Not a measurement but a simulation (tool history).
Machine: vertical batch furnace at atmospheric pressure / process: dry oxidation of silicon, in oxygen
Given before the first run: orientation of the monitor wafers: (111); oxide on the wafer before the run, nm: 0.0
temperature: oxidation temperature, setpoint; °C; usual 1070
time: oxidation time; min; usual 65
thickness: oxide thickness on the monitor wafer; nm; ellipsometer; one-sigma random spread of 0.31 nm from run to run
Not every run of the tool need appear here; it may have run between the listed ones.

run,hour,temperature,time,wafers since the last listed run,hours since the last temperature calibration,hours since the boat lift was adjusted,hours since the gauge calibration,"read-back reference wafer on the same gauge, thickness",thickness
1,0,1070,73.5,0,4918.6,1142.3,552,129.94,120.24
2,22.3,1070,65,381,4940.9,1164.6,574.3,130.07,111.34
# hour 37.2: gauge calibrated
3,37.2,1070,65,254,4955.8,1179.5,0,129.97,111.38
4,57.4,1070,65,345,4976,1199.7,20.2,130.18,111.14
5,79.8,1070,65,383,4998.4,1222.1,42.6,129.93,111.58
6,103.6,1062,40.5,407,5022.2,1245.9,66.4,130.07,78.63
7,195.6,1062,40.5,1574,5114.2,1337.9,158.4,130.1,78.49
8,221.4,1085,75,441,5140,1363.7,184.2,130.07,134.46
9,246.7,1085,75,432,5165.3,1389,209.5,129.93,133.81
10,279.8,1085,75,566,5198.4,1422.1,242.6,129.82,134.54
# hour 321.4: thermocouples replaced and temperature profile calibrated
11,321.9,1070,84.5,309,0.5,1464.2,284.7,129.92,131.63
12,330.3,1070,84.5,143,8.9,1472.6,293.1,129.97,130.81
13,344.3,1070,65,239,22.9,1486.6,307.1,129.96,111.87
14,364.2,1070,65,340,42.8,1506.5,327,129.98,111.76
15,391.3,1070,65,463,69.9,1533.6,354.1,129.97,111.64
16,411.9,1070,65,352,90.5,1554.2,374.7,130.05,111.24
17,435.1,1057,58,397,113.7,1577.4,397.9,129.98,95.38
# hour 476.7: boat lift adjusted
18,477.2,1057,58,309,155.8,0.5,440,130.06,98.35
19,481.8,1047,53,78,160.4,5.1,444.6,129.99,87.32
20,497.3,1058,53,265,175.9,20.6,460.1,129.79,92.85
21,514,1070,65,285,192.6,37.3,476.8,130.12,114.45
22,545,1081,44.5,530,223.6,68.3,507.8,129.99,96.79
23,566.1,1087,44.5,361,244.7,89.4,528.9,130.08,100.32
24,588.5,1070,65,383,267.1,111.8,551.3,129.87,113.55
25,603.7,1047,74.5,260,282.3,127,566.5,129.9,108.26
# hour 605.1: gauge calibrated
26,622.7,1058,65,325,301.3,146,17.6,130.06,105.46
27,636.4,1086,54.5,234,315,159.7,31.3,129.92,112.76
28,670,1063,65,574,348.6,193.3,64.9,129.98,108.28
29,686.1,1070,65,275,364.7,209.4,81,129.92,113.27
30,705.6,1051,76,333,384.2,228.9,100.5,130.05,111.69
31,729,1061,84,400,407.6,252.3,123.9,129.96,125.88
32,756.3,1070,65,467,434.9,279.6,151.2,130.08,113.06
33,774.7,1060,41.5,314,453.3,298,169.6,129.98,79.7
34,798.4,1070,89.5,405,477,321.7,193.3,130.03,137.66
35,817.5,1095,65,326,496.1,340.8,212.4,130.01,132.33
36,833.9,1070,65,280,512.5,357.2,228.8,129.93,113.11
37,864.5,1070,65,523,543.1,387.8,259.4,130.01,112.33
38,898.3,1080,65,578,576.9,421.6,293.2,129.95,120.08

Give the tool's hidden conditions for every run:
true tube temperature minus thermocouple reading, K: 0, the same for each run
gauge reads high (%): 0, the same for each run
H1: monitor wafer colder than the profiled boat position, K
run,H1
1,4.25
2,4.27
3,4.28
4,4.3
5,4.32
6,4.34
7,4.41
8,4.42
9,4.44
10,4.46
11,4.48
12,4.49
13,4.5
14,4.51
15,4.52
16,4.53
17,4.54
18,0.392
19,0.427
20,0.542
21,0.662
22,0.875
23,1.01
24,1.16
25,1.25
26,1.36
27,1.44
28,1.62
29,1.71
30,1.81
31,1.92
32,2.05
33,2.13
34,2.24
35,2.32
36,2.38
37,2.5
38,2.63
